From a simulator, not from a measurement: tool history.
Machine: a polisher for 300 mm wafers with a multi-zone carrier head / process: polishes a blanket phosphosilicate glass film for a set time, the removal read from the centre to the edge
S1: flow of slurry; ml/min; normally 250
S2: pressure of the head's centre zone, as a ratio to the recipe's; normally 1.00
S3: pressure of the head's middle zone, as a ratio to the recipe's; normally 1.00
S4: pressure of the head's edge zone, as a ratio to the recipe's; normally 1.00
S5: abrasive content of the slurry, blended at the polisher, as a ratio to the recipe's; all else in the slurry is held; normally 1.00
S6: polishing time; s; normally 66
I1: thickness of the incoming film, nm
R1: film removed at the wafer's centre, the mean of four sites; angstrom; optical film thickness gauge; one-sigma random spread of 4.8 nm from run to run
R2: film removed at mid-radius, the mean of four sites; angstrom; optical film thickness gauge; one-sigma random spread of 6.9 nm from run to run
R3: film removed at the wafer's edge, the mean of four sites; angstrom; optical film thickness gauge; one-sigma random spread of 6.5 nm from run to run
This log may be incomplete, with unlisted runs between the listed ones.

run   hour   S1    S2    S3    S4    S5  S6      I1    R1    R2    R3
  1    0.0  250  1.00  1.00  1.00  1.00  55  2183.8  3543  3550  3692
  2   12.8  250  1.00  1.00  1.00  1.00  55  2227.6  3444  3477  3716
      17.5  -- slurry nozzle cleaned
  3   25.3  250  1.00  1.00  1.00  1.00  66  2220.3  4721  4794  4813
  4   40.2  250  1.00  1.00  1.00  1.00  66  2217.8  4768  4771  4895
  5   49.8  250  1.00  1.00  1.00  1.00  66  2198.7  4725  4745  4871
  6   63.7  250  1.00  1.00  1.00  1.00  66  2213.6  4728  4796  4838
      66.3  -- centre zone pressure recalibrated
      67.7  -- edge zone pressure recalibrated
  7   71.5  250  1.00  1.00  1.00  1.00  66  2173.4  4686  4698  4814
      80.9  -- worn pad replaced by a new one
  8   84.5  195  1.00  0.89  1.00  1.00  66  2189.7  4573  4204  4600
  9  100.9  175  1.00  1.00  1.00  1.00  66  2185.2  4363  4380  4547
     116.1  -- carrier head's membrane replaced by a new one
 10  116.6  275  1.00  1.08  1.00  1.00  66  2192.9  4780  5172  4761
 11  130.1  320  1.00  0.94  1.00  1.00  89  2218.7  6561  6204  6547
 12  143.3  250  1.00  1.00  0.92  1.00  66  2187.8  4623  4793  4650
 13  149.5  250  1.00  1.10  1.00  1.00  66  2200.5  4701  4956  4792
 14  161.4  250  1.08  1.00  1.07  1.00  66  2168.4  4922  4670  4900
 15  170.8  250  1.00  1.00  1.00  1.00  66  2178.4  4590  4650  4764
 16  186.8  250  1.00  1.00  0.96  1.00  66  2204.0  4583  4670  4759
 17  197.2  195  1.00  0.89  1.00  1.00  66  2237.3  4361  4005  4650
     203.1  -- worn pad replaced by a new one
 18  205.5  250  1.00  1.00  0.90  1.00  87  2199.1  5980  6235  6010
 19  216.1  250  1.00  1.00  0.96  1.00  66  2233.6  4670  4570  4654
 20  223.2  315  1.07  0.92  1.00  1.00  84  2219.4  6567  5610  6311
 21  234.2  250  1.00  0.94  1.00  1.00  66  2193.9  4600  4515  4862
 22  243.5  250  1.00  1.00  1.00  0.75  66  2166.2  4294  4392  4376

How would selected steps in R1 from run to run divide? Give the signed amount a tool lacking its hidden state would still show from settings, what came in and random variation, and the signed amount left for the hidden state, including any gauge scatter that is not in both of the compared results.
Hidden conditions of the tool in this case: removal rate lost through wear of the pad, %; slurry flow missing at the pad, %; deviation of the centre zone's pressure from its setpoint, %; deviation of the edge zone's pressure from its setpoint, %.
Run 2 -> 3: S6 55 -> 66, slurry nozzle cleaned. R1 +1277 angstrom: hidden state +491, all else +786.
Run 11 -> 12: S1 320 -> 250, S3 0.94 -> 1.00, S4 1.00 -> 0.92, S6 89 -> 66. R1 -1938 angstrom: hidden state -2, all else -1936.
Run 16 -> 17: S1 250 -> 195, S3 1.00 -> 0.89, S4 0.96 -> 1.00. R1 -222 angstrom: hidden state -57, all else -165.
Run 20 -> 21: S1 315 -> 250, S2 1.07 -> 1.00, S3 0.92 -> 0.94, S6 84 -> 66. R1 -1967 angstrom: hidden state +12, all else -1979.
